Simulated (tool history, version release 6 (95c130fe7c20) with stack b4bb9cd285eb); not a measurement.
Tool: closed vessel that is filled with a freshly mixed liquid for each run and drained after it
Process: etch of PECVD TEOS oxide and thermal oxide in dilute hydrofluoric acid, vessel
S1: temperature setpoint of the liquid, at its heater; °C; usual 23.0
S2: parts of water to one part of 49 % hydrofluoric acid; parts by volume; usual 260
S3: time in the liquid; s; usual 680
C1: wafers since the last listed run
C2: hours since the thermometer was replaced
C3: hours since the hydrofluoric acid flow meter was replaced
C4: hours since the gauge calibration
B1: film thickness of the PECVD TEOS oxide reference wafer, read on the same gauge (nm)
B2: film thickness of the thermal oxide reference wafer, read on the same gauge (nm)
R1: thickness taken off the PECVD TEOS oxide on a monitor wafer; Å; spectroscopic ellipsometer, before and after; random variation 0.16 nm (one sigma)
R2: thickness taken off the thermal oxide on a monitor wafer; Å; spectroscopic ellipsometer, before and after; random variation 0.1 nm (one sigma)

run 1 hour=0.0 | S1=23.0 S2=260 S3=680 | C1=0 C2=1458.4 C3=686.8 C4=249.6 | B1=100.00 B2=110.01 | R1=550.3 R2=110.6
run 2 hour=34.6 | S1=23.0 S2=260 S3=680 | C1=2423 C2=1493.0 C3=721.4 C4=284.2 | B1=100.02 B2=109.97 | R1=545.8 R2=108.1
run 3 hour=53.5 | S1=23.0 S2=260 S3=680 | C1=1323 C2=1511.9 C3=740.3 C4=303.1 | B1=99.99 B2=110.01 | R1=546.0 R2=107.9
run 4 hour=89.1 | S1=21.0 S2=260 S3=680 | C1=2493 C2=1547.5 C3=775.9 C4=338.7 | B1=100.01 B2=109.99 | R1=508.5 R2=102.8
run 5 hour=103.2 | S1=21.0 S2=260 S3=680 | C1=987 C2=1561.6 C3=790.0 C4=352.8 | B1=100.00 B2=110.01 | R1=511.5 R2=101.6
run 6 hour=133.4 | S1=21.0 S2=260 S3=680 | C1=2115 C2=1591.8 C3=820.2 C4=383.0 | B1=99.98 B2=110.02 | R1=512.2 R2=103.0
run 7 hour=162.4 | S1=23.0 S2=260 S3=680 | C1=2031 C2=1620.8 C3=849.2 C4=412.0 | B1=100.00 B2=110.02 | R1=549.9 R2=110.2
run 8 hour=175.6 | S1=20.0 S2=230 S3=680 | C1=924 C2=1634.0 C3=862.4 C4=425.2 | B1=100.00 B2=109.98 | R1=577.8 R2=116.1
run 9 hour=197.2 | S1=20.0 S2=230 S3=680 | C1=1512 C2=1655.6 C3=884.0 C4=446.8 | B1=100.02 B2=110.01 | R1=577.6 R2=117.4
run 10 hour=214.4 | S1=20.0 S2=230 S3=680 | C1=1204 C2=1672.8 C3=901.2 C4=464.0 | B1=100.01 B2=109.98 | R1=576.3 R2=113.1
-- hour=228.5 hydrofluoric acid flow meter replaced
run 11 hour=237.4 | S1=23.0 S2=260 S3=680 | C1=1540 C2=1695.8 C3=8.9 C4=487.0 | B1=100.01 B2=109.99 | R1=554.4 R2=111.4
run 12 hour=256.0 | S1=23.0 S2=375 S3=680 | C1=1302 C2=1714.4 C3=27.5 C4=505.6 | B1=100.00 B2=109.99 | R1=341.1 R2=67.8
run 13 hour=283.1 | S1=25.0 S2=390 S3=965 | C1=1898 C2=1741.5 C3=54.6 C4=532.7 | B1=100.00 B2=109.97 | R1=491.9 R2=96.8
run 14 hour=301.9 | S1=23.0 S2=390 S3=680 | C1=1316 C2=1760.3 C3=73.4 C4=551.5 | B1=100.00 B2=109.98 | R1=325.0 R2=65.2
run 15 hour=321.9 | S1=23.0 S2=260 S3=680 | C1=1400 C2=1780.3 C3=93.4 C4=571.5 | B1=100.00 B2=109.98 | R1=554.1 R2=109.9
run 16 hour=356.4 | S1=21.5 S2=210 S3=845 | C1=2416 C2=1814.8 C3=127.9 C4=606.0 | B1=100.00 B2=110.01 | R1=848.1 R2=168.6
run 17 hour=369.8 | S1=26.0 S2=180 S3=450 | C1=938 C2=1828.2 C3=141.3 C4=619.4 | B1=100.01 B2=109.99 | R1=643.2 R2=129.0
run 18 hour=390.0 | S1=23.0 S2=190 S3=1090 | C1=1414 C2=1848.4 C3=161.5 C4=639.6 | B1=99.99 B2=110.03 | R1=1312.2 R2=264.0
-- hour=394.4 thermometer replaced
run 19 hour=423.4 | S1=23.0 S2=210 S3=485 | C1=2269 C2=29.0 C3=194.9 C4=673.0 | B1=100.01 B2=109.97 | R1=480.3 R2=94.1
-- hour=444.3 gauge calibrated
run 20 hour=482.4 | S1=27.0 S2=260 S3=680 | C1=4132 C2=88.0 C3=253.9 C4=38.1 | B1=99.99 B2=109.99 | R1=594.4 R2=118.7
run 21 hour=515.7 | S1=25.5 S2=200 S3=1005 | C1=2332 C2=121.3 C3=287.2 C4=71.4 | B1=100.01 B2=109.97 | R1=1157.0 R2=230.2
run 22 hour=548.8 | S1=23.0 S2=260 S3=680 | C1=2318 C2=154.4 C3=320.3 C4=104.5 | B1=99.98 B2=110.00 | R1=523.1 R2=103.8
run 23 hour=574.6 | S1=23.0 S2=190 S3=905 | C1=1807 C2=180.2 C3=346.1 C4=130.3 | B1=100.00 B2=110.01 | R1=1014.5 R2=205.7

How the hidden state differs across the entries between the runs, from the last listed run before each to the first after it:
Between runs 10 and 11: hydrofluoric acid flow meter replaced (hour 228.5)
  liquid hotter than its thermometer reads (K): 1.98 -> 2.01
  measured less the result without the state, R1: +41.3 -> +38.3 Å; R2: +8.1 -> +7.6 Å
Between runs 18 and 19: thermometer replaced (hour 394.4)
  liquid hotter than its thermometer reads (K): 2.18 -> 0.158
  measured less the result without the state, R1: +102.1 -> +2.8 Å; R2: +20.6 -> +0.5 Å
Between runs 19 and 20: gauge calibrated (hour 444.3)
  liquid hotter than its thermometer reads (K): 0.158 -> 0.226
  measured less the result without the state, R1: +2.8 -> +4.6 Å; R2: +0.5 -> +0.9 Å

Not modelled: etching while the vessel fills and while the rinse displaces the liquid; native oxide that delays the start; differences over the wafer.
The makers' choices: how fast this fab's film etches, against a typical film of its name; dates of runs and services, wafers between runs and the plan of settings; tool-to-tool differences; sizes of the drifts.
